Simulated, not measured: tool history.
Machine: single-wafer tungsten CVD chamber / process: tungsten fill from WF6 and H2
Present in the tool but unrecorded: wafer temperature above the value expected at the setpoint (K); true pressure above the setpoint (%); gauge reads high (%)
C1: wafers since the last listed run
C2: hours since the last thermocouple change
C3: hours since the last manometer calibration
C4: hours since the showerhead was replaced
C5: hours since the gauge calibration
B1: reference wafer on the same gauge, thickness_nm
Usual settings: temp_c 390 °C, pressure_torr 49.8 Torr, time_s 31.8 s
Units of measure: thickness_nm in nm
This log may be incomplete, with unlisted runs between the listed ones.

{"run": 1, "hour": 0.0, "temp_c": 390, "pressure_torr": 49.8, "time_s": 31.8, "C1": 0, "C2": 1034.5, "C3": 663.9, "C4": 6284.8, "C5": 491.1, "B1": 88.555, "thickness_nm": 104.29}
{"run": 2, "hour": 89.6, "temp_c": 390, "pressure_torr": 49.8, "time_s": 31.8, "C1": 2475, "C2": 1124.1, "C3": 753.5, "C4": 6374.4, "C5": 580.7, "B1": 88.307, "thickness_nm": 103.882}
{"run": 3, "hour": 127.7, "temp_c": 390, "pressure_torr": 49.8, "time_s": 31.8, "C1": 1052, "C2": 1162.2, "C3": 791.6, "C4": 6412.5, "C5": 618.8, "B1": 88.137, "thickness_nm": 103.996}
{"run": 4, "hour": 174.4, "temp_c": 390, "pressure_torr": 49.8, "time_s": 31.8, "C1": 1290, "C2": 1208.9, "C3": 838.3, "C4": 6459.2, "C5": 665.5, "B1": 88.106, "thickness_nm": 102.804}
{"run": 5, "hour": 258.1, "temp_c": 381, "pressure_torr": 49.8, "time_s": 35.4, "C1": 2312, "C2": 1292.6, "C3": 922, "C4": 6542.9, "C5": 749.2, "B1": 87.709, "thickness_nm": 98.52}
{"run": 6, "hour": 359.8, "temp_c": 381, "pressure_torr": 49.8, "time_s": 35.4, "C1": 2810, "C2": 1394.3, "C3": 1023.7, "C4": 6644.6, "C5": 850.9, "B1": 87.442, "thickness_nm": 97.604}
{"run": 7, "hour": 406.0, "temp_c": 381, "pressure_torr": 49.8, "time_s": 35.4, "C1": 1276, "C2": 1440.5, "C3": 1069.9, "C4": 6690.8, "C5": 897.1, "B1": 87.261, "thickness_nm": 98.392}
{"run": 8, "hour": 511.6, "temp_c": 390, "pressure_torr": 49.8, "time_s": 30.5, "C1": 2918, "C2": 1546.1, "C3": 1175.5, "C4": 6796.4, "C5": 1002.7, "B1": 87.118, "thickness_nm": 98.801}
{"run": 9, "hour": 557.3, "temp_c": 395, "pressure_torr": 49.8, "time_s": 27.7, "C1": 1262, "C2": 1591.8, "C3": 1221.2, "C4": 6842.1, "C5": 1048.4, "B1": 86.859, "thickness_nm": 97.16}
{"run": 10, "hour": 612.1, "temp_c": 381, "pressure_torr": 44.6, "time_s": 35.9, "C1": 1514, "C2": 1646.6, "C3": 1276, "C4": 6896.9, "C5": 1103.2, "B1": 86.795, "thickness_nm": 94.998}
{"hour": 659.5, "done": "gauge calibrated"}
{"run": 11, "hour": 712.2, "temp_c": 380, "pressure_torr": 49.8, "time_s": 31.8, "C1": 2766, "C2": 1746.7, "C3": 1376.1, "C4": 6997, "C5": 52.7, "B1": 88.746, "thickness_nm": 87.971}
{"hour": 728.3, "done": "showerhead replaced"}
{"run": 12, "hour": 763.3, "temp_c": 395, "pressure_torr": 49.8, "time_s": 31.8, "C1": 1190, "C2": 1797.8, "C3": 1427.2, "C4": 35, "C5": 103.8, "B1": 88.58, "thickness_nm": 113.897}
{"run": 13, "hour": 934.5, "temp_c": 390, "pressure_torr": 49.8, "time_s": 29.9, "C1": 4730, "C2": 1969, "C3": 1598.4, "C4": 206.2, "C5": 275, "B1": 88.05, "thickness_nm": 97.597}
{"run": 14, "hour": 975.8, "temp_c": 379, "pressure_torr": 39.7, "time_s": 34.3, "C1": 1141, "C2": 2010.3, "C3": 1639.7, "C4": 247.5, "C5": 316.3, "B1": 88.116, "thickness_nm": 87.084}
{"hour": 989.9, "done": "capacitance manometer re-zeroed and calibrated"}
{"run": 15, "hour": 1027.2, "temp_c": 390, "pressure_torr": 49.8, "time_s": 31.8, "C1": 1199, "C2": 2061.7, "C3": 37.3, "C4": 298.9, "C5": 367.7, "B1": 87.824, "thickness_nm": 103.667}
{"hour": 1123.8, "done": "thermocouple changed; heater temperature recalibrated"}
{"run": 16, "hour": 1124.3, "temp_c": 376, "pressure_torr": 49.8, "time_s": 31.8, "C1": 2462, "C2": 0.5, "C3": 134.4, "C4": 396, "C5": 464.8, "B1": 87.688, "thickness_nm": 80.628}
{"run": 17, "hour": 1407.3, "temp_c": 390, "pressure_torr": 53.8, "time_s": 31.8, "C1": 7820, "C2": 283.5, "C3": 417.4, "C4": 679, "C5": 747.8, "B1": 86.915, "thickness_nm": 103.144}

Here are 5 independent what-if runs from the current tool condition. What would each one return?
{"run": "A", "hour": 1407.7, "temp_c": 390, "pressure_torr": 41, "time_s": 31.8, "C1": 11, "C2": 283.9, "C3": 417.8, "C4": 679.4, "C5": 748.2, "B1": "?", "thickness_nm": "?"}
{"run": "B", "hour": 1407.7, "temp_c": 378, "pressure_torr": 44, "time_s": 29.9, "C1": 11, "C2": 283.9, "C3": 417.8, "C4": 679.4, "C5": 748.2, "B1": "?", "thickness_nm": "?"}
{"run": "C", "hour": 1407.7, "temp_c": 400, "pressure_torr": 57.2, "time_s": 31.8, "C1": 11, "C2": 283.9, "C3": 417.8, "C4": 679.4, "C5": 748.2, "B1": "?", "thickness_nm": "?"}
{"run": "D", "hour": 1407.7, "temp_c": 396, "pressure_torr": 49.8, "time_s": 35, "C1": 11, "C2": 283.9, "C3": 417.8, "C4": 679.4, "C5": 748.2, "B1": "?", "thickness_nm": "?"}
{"run": "E", "hour": 1407.7, "temp_c": 402, "pressure_torr": 49.8, "time_s": 35.6, "C1": 11, "C2": 283.9, "C3": 417.8, "C4": 679.4, "C5": 748.2, "B1": "?", "thickness_nm": "?"}

run=A B1=86.854 thickness_nm=96.642
run=B B1=86.854 thickness_nm=75.191
run=C B1=86.854 thickness_nm=126.223
run=D B1=86.854 thickness_nm=124.65
run=E B1=86.854 thickness_nm=139.863
Had the tool no hidden state, the same runs would have come out as:
run=A thickness_nm=99.084
run=B thickness_nm=77.09
run=C thickness_nm=129.412
run=D thickness_nm=127.799
run=E thickness_nm=143.397
